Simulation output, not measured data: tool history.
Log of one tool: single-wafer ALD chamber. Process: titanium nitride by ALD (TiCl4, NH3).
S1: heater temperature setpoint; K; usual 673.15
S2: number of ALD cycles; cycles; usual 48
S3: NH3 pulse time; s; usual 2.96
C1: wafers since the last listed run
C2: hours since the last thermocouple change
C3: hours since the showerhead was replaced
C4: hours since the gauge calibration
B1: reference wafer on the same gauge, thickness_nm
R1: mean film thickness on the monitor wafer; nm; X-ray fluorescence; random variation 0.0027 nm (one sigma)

run,hour,S1,S2,S3,C1,C2,C3,C4,B1,R1
1,0.0,673.15,48,2.96,0,2128.3,2688.9,170.7,1.070,1.101
2,49.3,683.15,48,2.96,237,2177.6,2738.2,220.0,1.070,1.104
3,87.0,683.15,48,2.96,181,2215.3,2775.9,257.7,1.070,1.098
4,130.3,683.15,48,2.96,208,2258.6,2819.2,301.0,1.070,1.094
5,199.4,673.15,48,2.96,332,2327.7,2888.3,370.1,1.070,1.100
6,233.6,673.15,48,2.96,164,2361.9,2922.5,404.3,1.070,1.097
7,283.5,673.15,48,2.96,240,2411.8,2972.4,454.2,1.070,1.095
8,338.2,673.15,48,2.96,263,2466.5,3027.1,508.9,1.069,1.097
9,403.8,677.15,48,2.96,315,2532.1,3092.7,574.5,1.070,1.098
10,448.5,677.15,48,2.96,215,2576.8,3137.4,619.2,1.070,1.095
11,485.6,673.15,52,3.52,178,2613.9,3174.5,656.3,1.070,1.195
12,515.4,677.15,57,2.96,143,2643.7,3204.3,686.1,1.070,1.305
# hour 563.4: showerhead replaced
13,581.5,673.15,48,2.96,279,2709.8,18.1,752.2,1.070,1.094
14,652.9,664.15,57,2.96,343,2781.2,89.5,823.6,1.069,1.298
15,685.8,673.15,48,2.41,158,2814.1,122.4,856.5,1.071,1.087
# hour 709.1: thermocouple changed; heater temperature recalibrated
16,723.8,677.15,57,2.96,144,14.7,160.4,894.5,1.069,1.297
# hour 770.5: gauge calibrated
17,795.3,687.15,39,3.63,344,86.2,231.9,24.8,1.071,0.894
18,845.0,681.15,42,2.33,239,135.9,281.6,74.5,1.070,0.948
19,910.2,677.15,57,2.96,313,201.1,346.8,139.7,1.070,1.303
20,973.5,667.15,41,2.96,304,264.4,410.1,203.0,1.070,0.933

5 ways to go on from here, each from the tool as it stands after run 20. What would each give?
A,974.0,673.15,48,2.96,2,264.9,410.6,203.5,?,?
B,974.0,673.15,56,2.96,2,264.9,410.6,203.5,?,?
C,974.0,662.15,48,3.92,2,264.9,410.6,203.5,?,?
D,974.0,673.15,53,2.96,2,264.9,410.6,203.5,?,?
E,974.0,684.15,51,2.35,2,264.9,410.6,203.5,?,?

run,B1,R1
A,1.070,1.099
B,1.070,1.282
C,1.070,1.106
D,1.070,1.214
E,1.070,1.158
Without the tool's hidden state the same runs would have given:
run,R1
A,1.099
B,1.282
C,1.106
D,1.214
E,1.158
